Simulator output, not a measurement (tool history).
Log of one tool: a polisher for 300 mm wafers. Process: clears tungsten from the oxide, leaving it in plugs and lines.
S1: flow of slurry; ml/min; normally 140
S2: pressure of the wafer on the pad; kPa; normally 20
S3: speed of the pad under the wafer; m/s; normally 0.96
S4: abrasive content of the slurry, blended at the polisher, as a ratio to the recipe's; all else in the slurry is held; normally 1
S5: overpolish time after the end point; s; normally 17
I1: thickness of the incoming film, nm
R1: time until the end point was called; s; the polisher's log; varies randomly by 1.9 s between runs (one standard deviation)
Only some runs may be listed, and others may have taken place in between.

run     day   S1    S2    S3    S4  S5     I1     R1
  1       0  140  15.2  0.96     1  17    432  124.7
      0.879  -- slurry blender recalibrated
  2   2.138  140  15.2  0.96     1  17  430.3  130.3
      5.517  -- worn pad replaced by a new one
  3   6.208  140    20  0.96  1.15  17  429.6  100.2
  4   8.846  140    20  0.96  1.15  17  425.2    101
       9.65  -- slurry tank refilled with fresh slurry and peroxide
     10.096  -- slurry nozzle cleaned
  5  12.596  140    20  0.96  1.15  17  428.3   96.2
     14.975  -- slurry blender recalibrated
  6  16.925  140    20  0.96  1.15  20  429.4   91.6
     17.371  -- worn pad replaced by a new one
     21.796  -- slurry tank refilled with fresh slurry and peroxide
  7  26.029  140    20  0.96  1.15  20  427.2   96.7
  8  29.683  140    20  0.96  1.15  20  421.3   96.3
     30.729  -- slurry blender recalibrated
     31.267  -- worn pad replaced by a new one
  9  33.412  110    20  0.96     1  12  432.5  109.1
     34.058  -- slurry tank refilled with fresh slurry and peroxide
 10  35.146  110    20  0.96     1  12  430.4  105.4
 11  38.896  140    20  0.96     1  17    418   95.3
 12  41.975  140    20  0.96     1  22  421.1  102.7
     42.788  -- slurry nozzle cleaned
     43.217  -- slurry blender recalibrated
     44.933  -- head pressure recalibrated
     46.183  -- worn pad replaced by a new one
     49.058  -- slurry tank refilled with fresh slurry and peroxide
 13  49.617  110    20  0.74   0.8  25  426.7  162.6
 14  52.604  110    20  0.72   0.8  22  422.1  167.9
     53.367  -- slurry nozzle cleaned, repeated, since the last time left the tool worse
 15  54.862  155  17.9  0.64     1  14  424.4  139.1
     57.108  -- slurry blender recalibrated
 16  58.946  140  26.9  0.96     1   7  432.6   76.2
     60.446  -- worn pad replaced by a new one
 17   60.65  140    20  0.96     1  17  420.8   95.7
     63.179  -- slurry tank refilled with fresh slurry and peroxide
 18  64.942  140    20  0.96     1  26  422.5   96.8
 19  66.996  175    20  0.84     1  17  428.1  108.6
 20  68.771  140    20  1.26   0.8   9  422.8   78.5

Predict each of these 5 candidate next runs independently; none follows another, all start after run 20:
  A  68.792  140    20  0.96     1   9  430.1   ?
  B  68.792  140  23.4  0.96     1  20  430.1   ?
  C  68.792  160    20   1.1  0.85   8  430.1   ?
  D  68.792  140  24.1  0.96   0.7  17  430.1   ?
  E  68.792  140  15.9  1.06     1  17  430.1   ?

run     R1
  A   96.9
  B   84.8
  C   87.5
  D     88
  E  108.3
The same runs, with their run-to-run variation unchanged, on a tool lacking any hidden condition would have given:
run     R1
  A   95.8
  B   83.8
  C   86.6
  D     87
  E  107.1

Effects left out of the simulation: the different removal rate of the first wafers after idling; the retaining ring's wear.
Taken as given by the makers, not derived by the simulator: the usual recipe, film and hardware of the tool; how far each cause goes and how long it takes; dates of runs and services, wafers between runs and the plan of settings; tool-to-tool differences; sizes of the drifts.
